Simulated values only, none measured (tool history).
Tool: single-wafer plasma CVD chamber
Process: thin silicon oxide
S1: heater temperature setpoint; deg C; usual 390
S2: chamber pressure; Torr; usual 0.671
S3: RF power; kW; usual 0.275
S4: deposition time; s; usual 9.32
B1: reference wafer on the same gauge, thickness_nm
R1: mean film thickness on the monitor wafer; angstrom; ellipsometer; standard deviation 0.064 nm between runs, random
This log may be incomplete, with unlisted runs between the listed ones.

Run 1, day 0: usual settings; B1 13.306. Result: R1 145.21 angstrom.
Run 2, day 2.775: usual settings; B1 13.304. Result: R1 149.23 angstrom.
Run 3, day 5.762: usual settings; B1 13.306. Result: R1 148.04 angstrom.
Run 4, day 7.371: usual settings but S3 0.31 kW; B1 13.31. Result: R1 156.22 angstrom.
Run 5, day 8.4: usual settings; B1 13.304. Result: R1 149.45 angstrom.
Run 6, day 9.958: usual settings but S1 403 deg C, S2 0.836 Torr, S3 0.24 kW, S4 10.56 s; B1 13.293. Result: R1 192.87 angstrom.
Run 7, day 12.433: usual settings but S2 0.804 Torr; B1 13.301. Result: R1 177.94 angstrom.
Run 8, day 14.275: usual settings but S1 386 deg C, S2 0.51 Torr; B1 13.304. Result: R1 113.71 angstrom.
Run 9, day 15.758: usual settings; B1 13.296. Result: R1 150.1 angstrom.
Run 10, day 17.083: usual settings but S1 385 deg C; B1 13.302. Result: R1 149.53 angstrom.
Run 11, day 19.671: usual settings but S2 0.624 Torr, S4 10.94 s; B1 13.313. Result: R1 163.44 angstrom.
Run 12, day 22.125: usual settings but S1 384 deg C, S3 0.31 kW, S4 10.6 s; B1 13.3. Result: R1 180.24 angstrom.
Run 13, day 23.412: usual settings but S1 394 deg C, S2 0.52 Torr; B1 13.311. Result: R1 116.45 angstrom.
Run 14, day 24.471: usual settings but S1 376 deg C, S2 0.516 Torr, S4 10.31 s; B1 13.293. Result: R1 128.31 angstrom.
Run 15, day 26.754: usual settings but S2 0.575 Torr, S3 0.33 kW, S4 9.89 s; B1 13.298. Result: R1 146.04 angstrom.
Run 16, day 28.667: usual settings but S3 0.26 kW, S4 11.14 s; B1 13.304. Result: R1 173.76 angstrom.
Run 17, day 31.508: usual settings; B1 13.302. Result: R1 150.05 angstrom.
Run 18, day 33.317: usual settings but S4 10.15 s; B1 13.304. Result: R1 162.68 angstrom.
Run 19, day 35.5: usual settings but S1 385 deg C, S2 0.604 Torr, S4 7.73 s; B1 13.309. Result: R1 111.17 angstrom.
Run 20, day 37.175: usual settings; B1 13.29. Result: R1 149.35 angstrom.
Run 21, day 38.888: usual settings but S2 0.555 Torr, S3 0.25 kW, S4 9.95 s; B1 13.295. Result: R1 126.73 angstrom.
Run 22, day 40.488: usual settings but S4 10.15 s; B1 13.299. Result: R1 164.64 angstrom.
Run 23, day 42.204: usual settings but S2 0.773 Torr, S3 0.32 kW, S4 11.08 s; B1 13.304. Result: R1 216.23 angstrom.
Run 24, day 44.888: usual settings but S2 0.549 Torr; B1 13.303. Result: R1 121.67 angstrom.
Run 25, day 46.188: usual settings but S1 396 deg C, S2 0.806 Torr, S3 0.245 kW, S4 10.5 s; B1 13.302. Result: R1 184.79 angstrom.
Run 26, day 47.717: usual settings; B1 13.3. Result: R1 146.46 angstrom.
Run 27, day 50.008: usual settings but S1 398 deg C; B1 13.296. Result: R1 146.26 angstrom.
Run 28, day 52.158: usual settings but S2 0.535 Torr; B1 13.3. Result: R1 116.3 angstrom.

Put back what was entered between runs (4 entries, withheld): which listed runs does each sit between, and how does the hidden state differ from the listed run before to the listed run after?
Run 1 -> run 2: RF generator calibrated (day 2.129); showerhead replaced (day 2.679)
  delivered RF power above the setpoint (%): -6.68 -> -0.774; true pressure above the setpoint (%): 0.242 -> 0.343
  measured less the result without the state, R1: -4.09 -> +0.01 angstrom
Run 16 -> run 17: gauge calibrated (day 30.258)
  delivered RF power above the setpoint (%): -1.98 -> -2.26; true pressure above the setpoint (%): 1.28 -> 1.38
  measured less the result without the state, R1: +0.71 -> +0.58 angstrom
Run 24 -> run 25: capacitance manometer re-zeroed and calibrated (day 46.167)
  delivered RF power above the setpoint (%): -3.91 -> -4.11; true pressure above the setpoint (%): 1.87 -> 0.0726
  measured less the result without the state, R1: +0.24 -> -3.5 angstrom
